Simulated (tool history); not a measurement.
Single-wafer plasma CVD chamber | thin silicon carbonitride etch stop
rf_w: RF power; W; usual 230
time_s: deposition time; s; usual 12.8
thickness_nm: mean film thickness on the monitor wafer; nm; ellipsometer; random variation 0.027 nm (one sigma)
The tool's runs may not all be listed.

run      day  rf_w  time_s  wafers since the last listed run  hours since the last thermocouple change  hours since the last RF generator calibration  hours since the showerhead was replaced  hours since the gauge calibration  read-back reference wafer on the same gauge, thickness_nm  thickness_nm
  1    0.000   230    12.8                                 0                                     404.0                                         1535.4                                   1124.4                             1408.4                                                      9.091         8.794
  2    3.342   230    12.8                              1576                                     484.2                                         1615.6                                   1204.6                             1488.6                                                      9.089         8.712
  3    6.842   230    12.8                              1650                                     568.2                                         1699.6                                   1288.6                             1572.6                                                      9.100         8.742
  4    8.354   230    12.8                               713                                     604.5                                         1735.9                                   1324.9                             1608.9                                                      9.089         8.737
      12.500  -- RF generator calibrated
  5   12.800   230    12.8                              1939                                     711.2                                            7.2                                   1431.6                             1715.6                                                      9.100         8.788
  6   16.717   230    12.8                              1847                                     805.2                                          101.2                                   1525.6                             1809.6                                                      9.099         8.783
  7   19.642   230    12.8                              1379                                     875.4                                          171.4                                   1595.8                             1879.8                                                      9.096         8.792
  8   21.604   230    12.8                               925                                     922.5                                          218.5                                   1642.9                             1926.9                                                      9.093         8.774
  9   30.912   230    12.8                              4390                                    1145.9                                          441.9                                   1866.3                             2150.3                                                      9.101         8.778
      32.421  -- thermocouple changed; heater temperature recalibrated
 10   33.525   230    12.8                              1075                                      26.5                                          504.6                                   1929.0                             2213.0                                                      9.089         8.783
 11   35.117   230    12.8                               750                                      64.7                                          542.8                                   1967.2                             2251.2                                                      9.092         8.765
 12   37.033   230    12.8                               904                                     110.7                                          588.8                                   2013.2                             2297.2                                                      9.082         8.799
 13   39.267   230    13.8                              1053                                     164.3                                          642.4                                   2066.8                             2350.8                                                      9.094         9.417
 14   41.604   230    13.8                              1102                                     220.4                                          698.5                                   2122.9                             2406.9                                                      9.094         9.481
 15   45.017   230    13.8                              1609                                     302.3                                          780.4                                   2204.8                             2488.8                                                      9.081         9.457
 16   48.029   230    12.8                              1420                                     374.6                                          852.7                                   2277.1                             2561.1                                                      9.100         8.787
 17   52.408   260    15.2                              2065                                     479.7                                          957.8                                   2382.2                             2666.2                                                      9.084        10.782
 18   54.583   275    12.8                              1025                                     531.9                                         1010.0                                   2434.4                             2718.4                                                      9.107         9.198
 19   58.517   210    15.3                              1855                                     626.3                                         1104.4                                   2528.8                             2812.8                                                      9.091        10.226
 20   60.096   190    12.0                               744                                     664.2                                         1142.3                                   2566.7                             2850.7                                                      9.102         7.799
 21   64.583   200    12.8                              2116                                     771.9                                         1250.0                                   2674.4                             2958.4                                                      9.092         8.440
      65.854  -- gauge calibrated
      67.838  -- showerhead replaced
 22   68.112   250    13.8                              1507                                     856.6                                         1334.7                                      6.6                               54.2                                                      9.100         9.687
 23   71.962   240    15.0                              1815                                     949.0                                         1427.1                                     99.0                              146.6                                                      9.094        10.389
 24   74.567   185    14.7                              1228                                    1011.5                                         1489.6                                    161.5                              209.1                                                      9.087         9.476
 25   77.892   265    10.9                              1568                                    1091.3                                         1569.4                                    241.3                              288.9                                                      9.088         7.748
      80.338  -- thermocouple changed; heater temperature recalibrated
 26   81.558   260    11.2                              1572                                      29.3                                         1657.4                                    329.3                              376.9                                                      9.085         7.951
      82.538  -- RF generator calibrated
 27   84.038   230    13.8                              1012                                      88.8                                           36.0                                    388.8                              436.4                                                      9.088         9.423
 28   87.692   230    12.8                              1723                                     176.5                                          123.7                                    476.5                              524.1                                                      9.082         8.758
 29   91.979   210    12.8                              2022                                     279.4                                          226.6                                    579.4                              627.0                                                      9.084         8.588
 30   96.108   210    10.5                              1947                                     378.5                                          325.7                                    678.5                              726.1                                                      9.091         7.006
 31  100.038   230    12.8                              1853                                     472.8                                          420.0                                    772.8                              820.4                                                      9.092         8.766
 32  102.200   275    11.0                              1020                                     524.7                                          471.9                                    824.7                              872.3                                                      9.085         7.941
 33  105.575   190    11.6                              1591                                     605.7                                          552.9                                    905.7                              953.3                                                      9.105         7.534

The tool's hidden state at each run:
wafer temperature above the value expected at the setpoint (K): 0 in every run
delivered RF power above the setpoint (%): 0 in every run
gauge reads high (%): 0 in every run
